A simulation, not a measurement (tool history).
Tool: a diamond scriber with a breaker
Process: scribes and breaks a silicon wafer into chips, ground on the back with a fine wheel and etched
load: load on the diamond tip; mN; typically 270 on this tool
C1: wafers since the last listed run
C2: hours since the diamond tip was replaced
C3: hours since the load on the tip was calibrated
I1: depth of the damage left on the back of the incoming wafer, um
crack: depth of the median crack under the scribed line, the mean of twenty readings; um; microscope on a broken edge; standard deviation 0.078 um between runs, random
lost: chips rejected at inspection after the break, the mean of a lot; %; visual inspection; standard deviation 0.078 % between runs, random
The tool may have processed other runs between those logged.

Run 1, hour 0: usual settings; C1 0; C2 837.8; C3 807.9; I1 0.73. Result: crack 6.36 um, lost 7.48 %.
Run 2, hour 65.3: usual settings; C1 110; C2 903.1; C3 873.2; I1 0.76. Result: crack 6.47 um, lost 7.84 %.
Run 3, hour 94.1: usual settings; C1 48; C2 931.9; C3 902; I1 0.6. Result: crack 6.44 um, lost 7.53 %.
Run 4, hour 132.8: usual settings; C1 65; C2 970.6; C3 940.7; I1 0.51. Result: crack 6.26 um, lost 8.16 %.
Run 5, hour 176.4: usual settings; C1 73; C2 1014.2; C3 984.3; I1 0.53. Result: crack 6.36 um, lost 8.04 %.
At hour 217.8: diamond tip replaced by a new one.
Run 6, hour 238.8: usual settings but load 246 mN; C1 102; C2 21; C3 1046.7; I1 0.67. Result: crack 6.78 um, lost 2.08 %.
At hour 250.3: load on the tip recalibrated.
Run 7, hour 299.6: usual settings but load 241 mN; C1 99; C2 81.8; C3 49.3; I1 0.49. Result: crack 6.88 um, lost 3.13 %.
Run 8, hour 342.9: usual settings but load 247 mN; C1 73; C2 125.1; C3 92.6; I1 0.56. Result: crack 6.84 um, lost 3.9 %.

The next listed run, before its measurement:
Run 9, hour 407.1: usual settings but load 208 mN; C1 108; C2 189.3; C3 156.8; I1 0.34. Result: crack ?, lost ?.

{"run 9": {"crack": 6.13, "lost": 9.23}}
Minus the tool's unlogged condition, the same run would have read crack 6.58 um, lost 4.08 %.
